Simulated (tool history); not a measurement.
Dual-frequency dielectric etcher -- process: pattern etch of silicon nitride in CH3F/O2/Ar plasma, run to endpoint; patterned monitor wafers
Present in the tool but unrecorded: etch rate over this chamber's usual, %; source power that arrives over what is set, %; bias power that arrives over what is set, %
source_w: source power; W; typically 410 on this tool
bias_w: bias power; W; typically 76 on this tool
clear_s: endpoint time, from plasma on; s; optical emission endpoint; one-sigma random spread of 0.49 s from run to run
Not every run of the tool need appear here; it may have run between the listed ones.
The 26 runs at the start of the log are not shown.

run     day  source_w  bias_w  wafers since the last listed run  hours since the last wet clean  hours since the last source power generator calibration  hours since the last bias power generator calibration  hours since the last upper electrode change  incoming incoming film thickness, nm  clear_s
 27  23.925       440      70                               190                           195.7                                                    497.8                                                  272.2                                        462.8                                  58.3     72.2
 28  25.383       360      66                               431                           230.7                                                    532.8                                                  307.2                                        497.8                                    58     79.8
 29   26.35       410      65                               286                           253.9                                                      556                                                  330.4                                          521                                  58.5     76.2
 30  27.425       370      58                               318                           279.7                                                    581.8                                                  356.2                                        546.8                                  58.3     81.6
 31  30.233       370      63                               831                           347.1                                                    649.2                                                  423.6                                        614.2                                  58.6     80.2
 32  31.617       410      76                               409                           380.3                                                    682.4                                                  456.8                                        647.4                                  58.2     71.9
 33  32.475       500      58                               254                           400.9                                                      703                                                  477.4                                          668                                  58.1     70.9
 34  33.283       440      76                               239                           420.3                                                    722.4                                                  496.8                                        687.4                                  58.8     70.7

Below are 5 alternative next runs, each starting from the tool's condition after run 34. Predict each:
  A  33.3       410      76                                 4                           420.7                                                    722.8                                                  497.2                                        687.8                                  57.9        ?
  B  33.3       480      76                                 4                           420.7                                                    722.8                                                  497.2                                        687.8                                  57.9        ?
  C  33.3       470      76                                 4                           420.7                                                    722.8                                                  497.2                                        687.8                                  57.9        ?
  D  33.3       330      76                                 4                           420.7                                                    722.8                                                  497.2                                        687.8                                  57.9        ?
  E  33.3       410      86                                 4                           420.7                                                    722.8                                                  497.2                                        687.8                                  57.9        ?

run  clear_s
  A     71.3
  B     66.9
  C     67.5
  D     77.9
  E     68.8
The same runs, with their run-to-run variation unchanged, on a tool lacking any hidden condition would have given:
run  clear_s
  A     72.8
  B     68.3
  C     68.9
  D     79.5
  E     70.2
